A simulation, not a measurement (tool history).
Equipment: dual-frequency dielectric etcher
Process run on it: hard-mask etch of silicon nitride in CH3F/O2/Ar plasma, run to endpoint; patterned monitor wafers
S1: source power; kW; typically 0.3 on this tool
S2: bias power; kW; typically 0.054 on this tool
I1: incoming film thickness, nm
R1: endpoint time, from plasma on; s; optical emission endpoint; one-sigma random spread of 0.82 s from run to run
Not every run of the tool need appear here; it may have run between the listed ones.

run	day	S1	S2	I1	R1
1	0	0.3	0.054	52.2	108
2	4.288	0.32	0.054	51.7	102
3	5.892	0.32	0.054	51.7	101.7
4	7.654	0.25	0.054	52.1	114.4
5	9.258	0.36	0.054	52.1	99.9
6	11.554	0.3	0.045	51.8	113.8
7	13.362	0.3	0.045	52.3	116.7
8	17.258	0.3	0.045	51.9	116.7
9	19.533	0.3	0.054	52	108
10	21.4	0.3	0.054	51.8	105.7
11	23.767	0.3	0.054	51.8	107.8
# day 25.917: wet clean of the chamber
12	27.612	0.38	0.054	52.4	97
13	30.025	0.26	0.043	51.3	122.9
14	33.612	0.33	0.042	52.4	115
15	36.296	0.3	0.061	52.4	100.7
# day 36.954: bias power generator calibrated
16	38.662	0.23	0.059	51.6	110.7
17	42.108	0.33	0.05	52.4	106.4
18	44.721	0.26	0.048	51.2	115.3
19	46.979	0.23	0.05	52	121
# day 48: wet clean of the chamber
# day 49.317: source power generator calibrated
# day 49.775: upper electrode replaced
20	51.338	0.3	0.054	52.1	105.2
21	55.546	0.3	0.054	51.7	105.1
22	59.929	0.3	0.059	52.3	102.7
23	63.15	0.35	0.065	52.2	93.1

Alternative continuations, all from the tool just after run 23; predict every row:
A	63.167	0.3	0.054	51.7	?
B	63.167	0.24	0.046	51.7	?
C	63.167	0.33	0.058	51.7	?

run	R1
A	105.6
B	123.4
C	98.7
What these runs would have given with no unlogged condition in the tool:
run	R1
A	105.6
B	123.4
C	98.7
